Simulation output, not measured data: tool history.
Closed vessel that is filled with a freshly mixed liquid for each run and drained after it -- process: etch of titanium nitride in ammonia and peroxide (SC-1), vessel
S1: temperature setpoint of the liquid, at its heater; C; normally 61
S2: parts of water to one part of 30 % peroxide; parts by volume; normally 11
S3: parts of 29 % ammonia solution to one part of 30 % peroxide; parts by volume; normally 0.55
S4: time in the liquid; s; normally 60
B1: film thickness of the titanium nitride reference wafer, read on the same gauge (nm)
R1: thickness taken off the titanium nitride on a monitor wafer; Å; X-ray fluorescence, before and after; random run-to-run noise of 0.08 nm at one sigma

Run 1, hour 0: usual settings; B1 70.03. Result: R1 108.2 Å.
Run 2, hour 6.1: usual settings; B1 70.01. Result: R1 107.2 Å.
Run 3, hour 18.2: usual settings; B1 70.03. Result: R1 108.5 Å.
Run 4, hour 32.8: usual settings but S1 66 C; B1 70. Result: R1 148.2 Å.
At hour 41: new drum of ammonia solution connected.
Run 5, hour 54.1: usual settings; B1 70.03. Result: R1 106.7 Å.
Run 6, hour 70.2: usual settings but S1 58 C; B1 69.99. Result: R1 87.2 Å.
Run 7, hour 78.3: usual settings but S1 58 C; B1 69.96. Result: R1 87.2 Å.
Run 8, hour 86.7: usual settings but S4 30 s; B1 70.03. Result: R1 53.2 Å.
Run 9, hour 103.9: usual settings but S4 70 s; B1 70. Result: R1 125.1 Å.
Run 10, hour 120.9: usual settings; B1 70. Result: R1 106.2 Å.
Run 11, hour 135: usual settings; B1 69.99. Result: R1 107.1 Å.
Run 12, hour 141.3: usual settings but S1 67.5 C, S3 0.8 parts by volume; B1 70. Result: R1 174.6 Å.
Run 13, hour 154.5: usual settings but S2 6.5 parts by volume, S4 90 s; B1 69.99. Result: R1 208.5 Å.
At hour 157: thermometer replaced.
At hour 158.8: gauge calibrated.
Run 14, hour 165.4: usual settings but S3 0.65 parts by volume; B1 69.96. Result: R1 126.6 Å.
Run 15, hour 175.6: usual settings but S1 55.5 C, S4 95 s; B1 70.02. Result: R1 137.1 Å.
Run 16, hour 184.6: usual settings; B1 70. Result: R1 123.9 Å.
Run 17, hour 190.8: usual settings; B1 70.01. Result: R1 124.1 Å.

The next listed run, before its measurement:
Run 18, hour 205.3: usual settings; B1 ?. Result: R1 ?.

B1: 69.98
R1: 122.8 Å
With the hidden condition absent and the run-to-run variation left alone, this run would have shown R1 123.8 Å.
